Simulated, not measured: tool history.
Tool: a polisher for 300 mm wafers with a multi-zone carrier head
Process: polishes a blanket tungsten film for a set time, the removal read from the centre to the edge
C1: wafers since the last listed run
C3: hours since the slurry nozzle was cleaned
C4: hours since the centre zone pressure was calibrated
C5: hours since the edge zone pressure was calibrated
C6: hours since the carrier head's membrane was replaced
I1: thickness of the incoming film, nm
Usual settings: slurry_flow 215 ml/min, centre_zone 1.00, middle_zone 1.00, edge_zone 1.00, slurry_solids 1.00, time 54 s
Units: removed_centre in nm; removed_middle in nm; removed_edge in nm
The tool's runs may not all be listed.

run 1 hour=0.0 | slurry_flow=215 centre_zone=1.00 middle_zone=1.00 edge_zone=1.00 slurry_solids=1.00 time=54 | C1=0 wafers_polished_on_this_pad=705 C3=244.9 C4=241.1 C5=613.9 C6=270.1 | I1=1255.4 | removed_centre=229.1 removed_middle=241.2 removed_edge=228.2
run 2 hour=29.6 | slurry_flow=215 centre_zone=1.00 middle_zone=0.93 edge_zone=0.94 slurry_solids=1.00 time=54 | C1=433 wafers_polished_on_this_pad=1139 C3=274.5 C4=270.7 C5=643.5 C6=299.7 | I1=1264.2 | removed_centre=231.0 removed_middle=224.1 removed_edge=217.5
run 3 hour=62.8 | slurry_flow=175 centre_zone=1.00 middle_zone=1.09 edge_zone=0.89 slurry_solids=1.00 time=71 | C1=486 wafers_polished_on_this_pad=1626 C3=307.7 C4=303.9 C5=676.7 C6=332.9 | I1=1275.2 | removed_centre=290.3 removed_middle=309.0 removed_edge=275.7
run 4 hour=114.8 | slurry_flow=215 centre_zone=1.00 middle_zone=1.00 edge_zone=1.00 slurry_solids=1.00 time=54 | C1=762 wafers_polished_on_this_pad=2388 C3=359.7 C4=355.9 C5=728.7 C6=384.9 | I1=1282.4 | removed_centre=224.0 removed_middle=223.4 removed_edge=220.8
-- hour=167.5 edge zone pressure recalibrated
run 5 hour=183.1 | slurry_flow=145 centre_zone=1.00 middle_zone=1.00 edge_zone=1.00 slurry_solids=1.00 time=54 | C1=971 wafers_polished_on_this_pad=3360 C3=428.0 C4=424.2 C5=15.6 C6=453.2 | I1=1253.0 | removed_centre=210.3 removed_middle=214.8 removed_edge=211.0
run 6 hour=254.2 | slurry_flow=215 centre_zone=1.00 middle_zone=1.00 edge_zone=1.00 slurry_solids=1.00 time=40 | C1=1042 wafers_polished_on_this_pad=4402 C3=499.1 C4=495.3 C5=86.7 C6=524.3 | I1=1256.5 | removed_centre=158.6 removed_middle=161.7 removed_edge=158.7
-- hour=258.6 slurry nozzle cleaned
-- hour=276.5 centre zone pressure recalibrated
run 7 hour=292.7 | slurry_flow=215 centre_zone=1.08 middle_zone=1.08 edge_zone=1.00 slurry_solids=0.90 time=54 | C1=520 wafers_polished_on_this_pad=4922 C3=34.1 C4=16.2 C5=125.2 C6=562.8 | I1=1281.8 | removed_centre=225.1 removed_middle=224.2 removed_edge=205.5
run 8 hour=352.7 | slurry_flow=215 centre_zone=1.00 middle_zone=1.00 edge_zone=1.00 slurry_solids=1.00 time=54 | C1=879 wafers_polished_on_this_pad=5802 C3=94.1 C4=76.2 C5=185.2 C6=622.8 | I1=1256.8 | removed_centre=212.6 removed_middle=213.3 removed_edge=207.3
run 9 hour=402.7 | slurry_flow=215 centre_zone=1.03 middle_zone=1.11 edge_zone=1.00 slurry_solids=1.20 time=54 | C1=732 wafers_polished_on_this_pad=6535 C3=144.1 C4=126.2 C5=235.2 C6=672.8 | I1=1284.2 | removed_centre=226.7 removed_middle=239.5 removed_edge=221.3
run 10 hour=451.9 | slurry_flow=215 centre_zone=1.09 middle_zone=1.00 edge_zone=1.00 slurry_solids=1.00 time=54 | C1=721 wafers_polished_on_this_pad=7256 C3=193.3 C4=175.4 C5=284.4 C6=722.0 | I1=1296.0 | removed_centre=226.2 removed_middle=209.0 removed_edge=203.6
-- hour=465.1 worn pad replaced by a new one
run 11 hour=508.7 | slurry_flow=215 centre_zone=0.92 middle_zone=1.08 edge_zone=1.00 slurry_solids=1.00 time=54 | C1=773 wafers_polished_on_this_pad=639 C3=250.1 C4=232.2 C5=341.2 C6=778.8 | I1=1285.5 | removed_centre=215.0 removed_middle=249.1 removed_edge=229.7
run 12 hour=554.7 | slurry_flow=245 centre_zone=1.00 middle_zone=1.00 edge_zone=0.95 slurry_solids=0.75 time=54 | C1=674 wafers_polished_on_this_pad=1313 C3=296.1 C4=278.2 C5=387.2 C6=824.8 | I1=1248.6 | removed_centre=216.9 removed_middle=215.0 removed_edge=206.4
run 13 hour=579.0 | slurry_flow=165 centre_zone=1.00 middle_zone=1.07 edge_zone=1.00 slurry_solids=0.85 time=73 | C1=356 wafers_polished_on_this_pad=1669 C3=320.4 C4=302.5 C5=411.5 C6=849.1 | I1=1289.3 | removed_centre=290.1 removed_middle=303.3 removed_edge=285.0
run 14 hour=644.4 | slurry_flow=165 centre_zone=1.00 middle_zone=1.00 edge_zone=1.00 slurry_solids=1.00 time=43 | C1=958 wafers_polished_on_this_pad=2628 C3=385.8 C4=367.9 C5=476.9 C6=914.5 | I1=1280.3 | removed_centre=175.1 removed_middle=178.0 removed_edge=176.0
run 15 hour=672.4 | slurry_flow=215 centre_zone=1.00 middle_zone=1.00 edge_zone=1.11 slurry_solids=1.00 time=54 | C1=410 wafers_polished_on_this_pad=3038 C3=413.8 C4=395.9 C5=504.9 C6=942.5 | I1=1284.9 | removed_centre=224.3 removed_middle=227.9 removed_edge=233.5
run 16 hour=709.2 | slurry_flow=215 centre_zone=1.00 middle_zone=1.00 edge_zone=1.00 slurry_solids=1.25 time=54 | C1=539 wafers_polished_on_this_pad=3578 C3=450.6 C4=432.7 C5=541.7 C6=979.3 | I1=1281.6 | removed_centre=244.3 removed_middle=241.4 removed_edge=240.5
run 17 hour=734.0 | slurry_flow=215 centre_zone=1.00 middle_zone=1.00 edge_zone=0.95 slurry_solids=1.00 time=54 | C1=363 wafers_polished_on_this_pad=3941 C3=475.4 C4=457.5 C5=566.5 C6=1004.1 | I1=1268.9 | removed_centre=222.6 removed_middle=227.1 removed_edge=214.9
-- hour=763.8 slurry nozzle cleaned
-- hour=792.0 centre zone pressure recalibrated
run 18 hour=800.6 | slurry_flow=215 centre_zone=1.00 middle_zone=0.89 edge_zone=1.10 slurry_solids=1.00 time=54 | C1=932 wafers_polished_on_this_pad=4873 C3=36.8 C4=8.6 C5=633.1 C6=1070.7 | I1=1263.6 | removed_centre=224.0 removed_middle=206.1 removed_edge=225.6
-- hour=851.1 edge zone pressure recalibrated
run 19 hour=851.6 | slurry_flow=215 centre_zone=1.00 middle_zone=1.00 edge_zone=1.00 slurry_solids=1.00 time=72 | C1=718 wafers_polished_on_this_pad=5592 C3=87.8 C4=59.6 C5=0.5 C6=1121.7 | I1=1275.2 | removed_centre=288.5 removed_middle=288.4 removed_edge=283.6
run 20 hour=890.4 | slurry_flow=215 centre_zone=0.90 middle_zone=1.00 edge_zone=1.08 slurry_solids=0.75 time=60 | C1=568 wafers_polished_on_this_pad=6160 C3=126.6 C4=98.4 C5=39.3 C6=1160.5 | I1=1253.9 | removed_centre=194.0 removed_middle=214.3 removed_edge=219.5

Forecast each of these 5 alternatives for the next run:
run A hour=890.8 | slurry_flow=215 centre_zone=1.00 middle_zone=1.00 edge_zone=1.00 slurry_solids=1.00 time=44 | C1=5 wafers_polished_on_this_pad=6166 C3=127.0 C4=98.8 C5=39.7 C6=1160.9 | I1=1280.5 | removed_centre=? removed_middle=? removed_edge=?
run B hour=890.8 | slurry_flow=155 centre_zone=1.00 middle_zone=0.89 edge_zone=1.00 slurry_solids=1.00 time=54 | C1=5 wafers_polished_on_this_pad=6166 C3=127.0 C4=98.8 C5=39.7 C6=1160.9 | I1=1280.5 | removed_centre=? removed_middle=? removed_edge=?
run C hour=890.8 | slurry_flow=290 centre_zone=1.00 middle_zone=1.00 edge_zone=1.00 slurry_solids=1.00 time=54 | C1=5 wafers_polished_on_this_pad=6166 C3=127.0 C4=98.8 C5=39.7 C6=1160.9 | I1=1280.5 | removed_centre=? removed_middle=? removed_edge=?
run D hour=890.8 | slurry_flow=215 centre_zone=1.00 middle_zone=1.04 edge_zone=1.00 slurry_solids=1.00 time=54 | C1=5 wafers_polished_on_this_pad=6166 C3=127.0 C4=98.8 C5=39.7 C6=1160.9 | I1=1280.5 | removed_centre=? removed_middle=? removed_edge=?
run E hour=890.8 | slurry_flow=185 centre_zone=1.00 middle_zone=1.00 edge_zone=1.00 slurry_solids=1.00 time=38 | C1=5 wafers_polished_on_this_pad=6166 C3=127.0 C4=98.8 C5=39.7 C6=1160.9 | I1=1280.5 | removed_centre=? removed_middle=? removed_edge=?

run=A removed_centre=174.9 removed_middle=177.3 removed_edge=171.8
run=B removed_centre=202.7 removed_middle=190.7 removed_edge=203.4
run=C removed_centre=223.0 removed_middle=225.1 removed_edge=216.3
run=D removed_centre=214.7 removed_middle=223.7 removed_edge=210.7
run=E removed_centre=147.5 removed_middle=149.9 removed_edge=146.0
Without the tool's hidden state the same runs would have given:
run=A removed_centre=195.7 removed_middle=198.4 removed_edge=192.2
run=B removed_centre=226.8 removed_middle=213.4 removed_edge=227.6
run=C removed_centre=249.6 removed_middle=251.9 removed_edge=242.1
run=D removed_centre=240.3 removed_middle=250.3 removed_edge=235.8
run=E removed_centre=165.1 removed_middle=167.7 removed_edge=163.4
